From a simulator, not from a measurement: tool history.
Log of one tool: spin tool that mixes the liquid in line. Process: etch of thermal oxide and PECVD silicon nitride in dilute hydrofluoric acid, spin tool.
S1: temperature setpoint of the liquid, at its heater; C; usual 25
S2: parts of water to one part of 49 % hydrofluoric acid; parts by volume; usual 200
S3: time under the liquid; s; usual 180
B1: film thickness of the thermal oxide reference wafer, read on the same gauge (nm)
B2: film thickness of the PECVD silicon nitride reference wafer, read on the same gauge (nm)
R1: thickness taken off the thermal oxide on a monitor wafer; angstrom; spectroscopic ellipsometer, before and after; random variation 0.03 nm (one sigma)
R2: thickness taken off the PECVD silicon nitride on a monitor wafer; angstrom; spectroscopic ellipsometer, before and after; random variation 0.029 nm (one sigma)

run     day    S1   S2   S3       B1     B2      R1     R2
  1       0    25  200  180  125.238   52.2   42.57   57.6
  2   2.754    25  200  130  125.699  52.35   31.45   42.1
  3   3.875    25  290  180  125.881  52.45      27   40.1
  4   5.221    25  200  180  126.133  52.59      43     58
  5   6.512    25  200  220  126.367  52.65   53.15   70.9
  6   7.583  22.5  240  270  126.593  52.74   48.12   61.9
  7  13.133  28.5  265  145   127.61  53.18   27.67   43.8
  8  15.462    25  125  270  128.073  53.38  114.75  139.2
  9  16.896    23  200  220  128.358  53.47   50.13   63.3
     17.146  -- gauge calibrated
 10  19.821    25  200  180  118.975  49.59   40.69   54.7
 11  22.542  28.5  270  145  119.008  49.59   25.64   40.1
     24.167  -- thermometer replaced
 12  24.583  27.5  105  210  119.063  49.58     111  141.7
 13  26.492  20.5  170   90  119.099  49.62   21.19     24

The next listed run, before its measurement:
 14  28.288  25  250  180   ?   ?   ?   ?

{"run 14": {"B1": 119.125, "B2": 49.63, "R1": 31.13, "R2": 43.7}}
Without the tool's hidden state the same run would have given R1 31.36 angstrom, R2 44.1 angstrom.
